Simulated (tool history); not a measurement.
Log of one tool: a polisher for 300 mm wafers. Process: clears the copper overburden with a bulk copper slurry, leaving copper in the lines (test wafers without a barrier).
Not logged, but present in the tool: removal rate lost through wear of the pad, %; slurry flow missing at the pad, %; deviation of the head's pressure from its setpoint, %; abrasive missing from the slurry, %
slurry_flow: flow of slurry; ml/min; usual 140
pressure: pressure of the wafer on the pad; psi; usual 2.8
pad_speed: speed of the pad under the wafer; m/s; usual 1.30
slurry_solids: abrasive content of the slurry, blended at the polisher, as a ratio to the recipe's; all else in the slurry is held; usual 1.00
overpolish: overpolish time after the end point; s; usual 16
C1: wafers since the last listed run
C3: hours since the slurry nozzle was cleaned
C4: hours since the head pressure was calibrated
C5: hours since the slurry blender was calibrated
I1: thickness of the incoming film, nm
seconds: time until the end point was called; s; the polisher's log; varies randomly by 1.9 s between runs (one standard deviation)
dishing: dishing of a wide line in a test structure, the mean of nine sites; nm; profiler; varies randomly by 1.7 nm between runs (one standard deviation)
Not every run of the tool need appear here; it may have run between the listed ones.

run 1 day=0.000 | slurry_flow=140 pressure=3.4 pad_speed=1.30 slurry_solids=1.00 overpolish=16 | C1=0 wafers_polished_on_this_pad=1782 C3=508.4 C4=207.1 C5=377.0 | I1=1333.4 | seconds=93.6 dishing=74.2
-- day=0.575 slurry blender recalibrated
-- day=1.675 slurry nozzle cleaned
run 2 day=2.383 | slurry_flow=140 pressure=3.4 pad_speed=1.30 slurry_solids=1.00 overpolish=16 | C1=470 wafers_polished_on_this_pad=2253 C3=17.0 C4=264.3 C5=43.4 | I1=1330.8 | seconds=97.2 dishing=78.2
run 3 day=4.788 | slurry_flow=140 pressure=2.8 pad_speed=1.30 slurry_solids=1.00 overpolish=16 | C1=501 wafers_polished_on_this_pad=2754 C3=74.7 C4=322.0 C5=101.1 | I1=1332.1 | seconds=119.0 dishing=68.2
run 4 day=7.450 | slurry_flow=140 pressure=2.8 pad_speed=1.30 slurry_solids=1.00 overpolish=16 | C1=555 wafers_polished_on_this_pad=3309 C3=138.6 C4=385.9 C5=165.0 | I1=1352.2 | seconds=131.9 dishing=63.6
-- day=8.817 head pressure recalibrated
-- day=9.192 worn pad replaced by a new one
run 5 day=9.642 | slurry_flow=140 pressure=2.2 pad_speed=1.30 slurry_solids=1.00 overpolish=16 | C1=404 wafers_polished_on_this_pad=93 C3=191.2 C4=19.8 C5=217.6 | I1=1380.2 | seconds=146.5 dishing=62.6
run 6 day=11.121 | slurry_flow=140 pressure=2.2 pad_speed=1.30 slurry_solids=1.00 overpolish=16 | C1=308 wafers_polished_on_this_pad=402 C3=226.7 C4=55.3 C5=253.1 | I1=1351.3 | seconds=143.6 dishing=59.7
run 7 day=13.933 | slurry_flow=140 pressure=2.8 pad_speed=1.30 slurry_solids=1.20 overpolish=16 | C1=586 wafers_polished_on_this_pad=988 C3=294.2 C4=122.8 C5=320.6 | I1=1342.2 | seconds=105.7 dishing=73.6
run 8 day=15.296 | slurry_flow=140 pressure=2.8 pad_speed=1.30 slurry_solids=1.00 overpolish=16 | C1=284 wafers_polished_on_this_pad=1272 C3=326.9 C4=155.5 C5=353.3 | I1=1357.1 | seconds=116.7 dishing=68.5
run 9 day=16.379 | slurry_flow=140 pressure=3.5 pad_speed=1.30 slurry_solids=1.10 overpolish=16 | C1=225 wafers_polished_on_this_pad=1498 C3=352.9 C4=181.5 C5=379.3 | I1=1319.5 | seconds=91.7 dishing=78.8
-- day=17.242 slurry blender recalibrated
run 10 day=18.004 | slurry_flow=140 pressure=2.2 pad_speed=1.30 slurry_solids=1.00 overpolish=16 | C1=321 wafers_polished_on_this_pad=1820 C3=391.9 C4=220.5 C5=18.3 | I1=1342.6 | seconds=144.8 dishing=58.9
run 11 day=19.342 | slurry_flow=140 pressure=2.8 pad_speed=1.30 slurry_solids=1.00 overpolish=16 | C1=278 wafers_polished_on_this_pad=2099 C3=424.0 C4=252.6 C5=50.4 | I1=1349.2 | seconds=116.8 dishing=68.9
run 12 day=21.454 | slurry_flow=140 pressure=2.8 pad_speed=1.30 slurry_solids=1.00 overpolish=16 | C1=440 wafers_polished_on_this_pad=2539 C3=474.7 C4=303.3 C5=101.1 | I1=1345.5 | seconds=120.5 dishing=68.2
-- day=22.829 worn pad replaced by a new one
run 13 day=23.042 | slurry_flow=140 pressure=2.8 pad_speed=1.30 slurry_solids=1.00 overpolish=22 | C1=296 wafers_polished_on_this_pad=44 C3=512.8 C4=341.4 C5=139.2 | I1=1368.1 | seconds=115.6 dishing=78.2
run 14 day=25.871 | slurry_flow=110 pressure=2.8 pad_speed=0.88 slurry_solids=0.80 overpolish=10 | C1=589 wafers_polished_on_this_pad=634 C3=580.7 C4=409.3 C5=207.1 | I1=1352.6 | seconds=181.9 dishing=40.6
-- day=26.946 slurry nozzle cleaned
run 15 day=28.733 | slurry_flow=140 pressure=2.8 pad_speed=1.30 slurry_solids=1.00 overpolish=16 | C1=588 wafers_polished_on_this_pad=1222 C3=42.9 C4=478.0 C5=275.8 | I1=1357.7 | seconds=115.4 dishing=70.5
-- day=29.471 head pressure recalibrated
run 16 day=30.404 | slurry_flow=140 pressure=2.8 pad_speed=1.30 slurry_solids=0.85 overpolish=10 | C1=331 wafers_polished_on_this_pad=1553 C3=83.0 C4=22.4 C5=315.9 | I1=1347.0 | seconds=118.4 dishing=53.4
run 17 day=31.804 | slurry_flow=140 pressure=2.8 pad_speed=1.30 slurry_solids=1.00 overpolish=16 | C1=291 wafers_polished_on_this_pad=1845 C3=116.6 C4=56.0 C5=349.5 | I1=1352.8 | seconds=117.3 dishing=67.5
-- day=32.400 slurry blender recalibrated
run 18 day=33.342 | slurry_flow=140 pressure=3.5 pad_speed=1.30 slurry_solids=0.70 overpolish=16 | C1=303 wafers_polished_on_this_pad=2149 C3=153.5 C4=92.9 C5=22.6 | I1=1351.6 | seconds=104.4 dishing=74.9
run 19 day=34.471 | slurry_flow=140 pressure=2.8 pad_speed=1.58 slurry_solids=0.80 overpolish=16 | C1=235 wafers_polished_on_this_pad=2384 C3=180.6 C4=120.0 C5=49.7 | I1=1332.3 | seconds=103.7 dishing=72.3
run 20 day=36.217 | slurry_flow=110 pressure=3.7 pad_speed=1.58 slurry_solids=1.00 overpolish=22 | C1=364 wafers_polished_on_this_pad=2748 C3=222.5 C4=161.9 C5=91.6 | I1=1342.8 | seconds=81.1 dishing=84.5
run 21 day=37.317 | slurry_flow=120 pressure=3.2 pad_speed=1.70 slurry_solids=0.75 overpolish=16 | C1=229 wafers_polished_on_this_pad=2978 C3=248.9 C4=188.3 C5=118.0 | I1=1327.8 | seconds=91.2 dishing=77.3
-- day=39.025 worn pad replaced by a new one
run 22 day=39.046 | slurry_flow=140 pressure=2.8 pad_speed=1.30 slurry_solids=1.00 overpolish=11 | C1=325 wafers_polished_on_this_pad=4 C3=290.4 C4=229.8 C5=159.5 | I1=1348.1 | seconds=111.2 dishing=54.9
run 23 day=40.400 | slurry_flow=140 pressure=2.8 pad_speed=1.14 slurry_solids=0.80 overpolish=16 | C1=282 wafers_polished_on_this_pad=287 C3=322.9 C4=262.3 C5=192.0 | I1=1366.9 | seconds=138.6 dishing=62.9
run 24 day=42.292 | slurry_flow=140 pressure=2.8 pad_speed=1.04 slurry_solids=1.00 overpolish=19 | C1=394 wafers_polished_on_this_pad=681 C3=368.3 C4=307.7 C5=237.4 | I1=1350.4 | seconds=141.1 dishing=68.9
run 25 day=44.692 | slurry_flow=140 pressure=1.9 pad_speed=1.30 slurry_solids=1.00 overpolish=16 | C1=500 wafers_polished_on_this_pad=1182 C3=425.9 C4=365.3 C5=295.0 | I1=1359.6 | seconds=165.4 dishing=54.3
-- day=46.346 head pressure recalibrated
run 26 day=47.071 | slurry_flow=175 pressure=2.8 pad_speed=1.06 slurry_solids=1.00 overpolish=16 | C1=478 wafers_polished_on_this_pad=1660 C3=483.0 C4=17.4 C5=352.1 | I1=1333.0 | seconds=140.0 dishing=61.4
-- day=47.192 slurry blender recalibrated
run 27 day=49.712 | slurry_flow=140 pressure=3.7 pad_speed=1.48 slurry_solids=1.00 overpolish=16 | C1=533 wafers_polished_on_this_pad=2194 C3=546.4 C4=80.8 C5=60.5 | I1=1331.4 | seconds=76.9 dishing=77.3
-- day=50.183 slurry nozzle cleaned
run 28 day=50.929 | slurry_flow=100 pressure=2.8 pad_speed=0.98 slurry_solids=1.15 overpolish=16 | C1=245 wafers_polished_on_this_pad=2439 C3=17.9 C4=110.0 C5=89.7 | I1=1375.2 | seconds=171.4 dishing=60.2
run 29 day=52.304 | slurry_flow=140 pressure=2.8 pad_speed=1.30 slurry_solids=1.00 overpolish=16 | C1=286 wafers_polished_on_this_pad=2726 C3=50.9 C4=143.0 C5=122.7 | I1=1360.6 | seconds=124.9 dishing=64.5

Entry by entry between the runs, the difference in hidden state between the last listed run before and the first listed run after:
From run 1 to run 2: slurry blender recalibrated (day 0.575); slurry nozzle cleaned (day 1.675)
  removal rate lost through wear of the pad, %: 4.48 -> 6.66
  measured minus no-state result, seconds: +4.2 -> +6.4 s; dishing: -1.2 -> -1.8 nm
From run 4 to run 5: head pressure recalibrated (day 8.817); worn pad replaced by a new one (day 9.192)
  removal rate lost through wear of the pad, %: 13.1 -> 0.703
  measured minus no-state result, seconds: +17.3 -> +1.0 s; dishing: -3.8 -> -0.2 nm
From run 9 to run 10: slurry blender recalibrated (day 17.242)
  removal rate lost through wear of the pad, %: 3.12 -> 4.34
  measured minus no-state result, seconds: +2.9 -> +6.3 s; dishing: -0.8 -> -1.3 nm
From run 12 to run 13: worn pad replaced by a new one (day 22.829)
  removal rate lost through wear of the pad, %: 7.75 -> 1.13
  measured minus no-state result, seconds: +9.3 -> +1.3 s; dishing: -2.2 -> -0.2 nm
From run 14 to run 15: slurry nozzle cleaned (day 26.946)
  removal rate lost through wear of the pad, %: 1.56 -> 2.76
  measured minus no-state result, seconds: +2.8 -> +3.2 s; dishing: -0.5 -> -0.8 nm
From run 15 to run 16: head pressure recalibrated (day 29.471)
  removal rate lost through wear of the pad, %: 2.76 -> 3.82
  measured minus no-state result, seconds: +3.2 -> +4.6 s; dishing: -0.8 -> -1.2 nm
From run 17 to run 18: slurry blender recalibrated (day 32.400)
  removal rate lost through wear of the pad, %: 4.91 -> 6.31
  measured minus no-state result, seconds: +5.8 -> +6.6 s; dishing: -1.4 -> -1.7 nm
From run 21 to run 22: worn pad replaced by a new one (day 39.025)
  removal rate lost through wear of the pad, %: 11 -> 1.39
  measured minus no-state result, seconds: +10.1 -> +1.5 s; dishing: -2.6 -> -0.4 nm
From run 25 to run 26: head pressure recalibrated (day 46.346)
  removal rate lost through wear of the pad, %: 2.9 -> 4.43
  measured minus no-state result, seconds: +4.8 -> +6.2 s; dishing: -0.8 -> -1.2 nm
From run 26 to run 27: slurry blender recalibrated (day 47.192)
  removal rate lost through wear of the pad, %: 4.43 -> 6.75
  measured minus no-state result, seconds: +6.2 -> +5.2 s; dishing: -1.2 -> -1.3 nm
From run 27 to run 28: slurry nozzle cleaned (day 50.183)
  removal rate lost through wear of the pad, %: 6.75 -> 8.04
  measured minus no-state result, seconds: +5.2 -> +13.8 s; dishing: -1.3 -> -2.7 nm
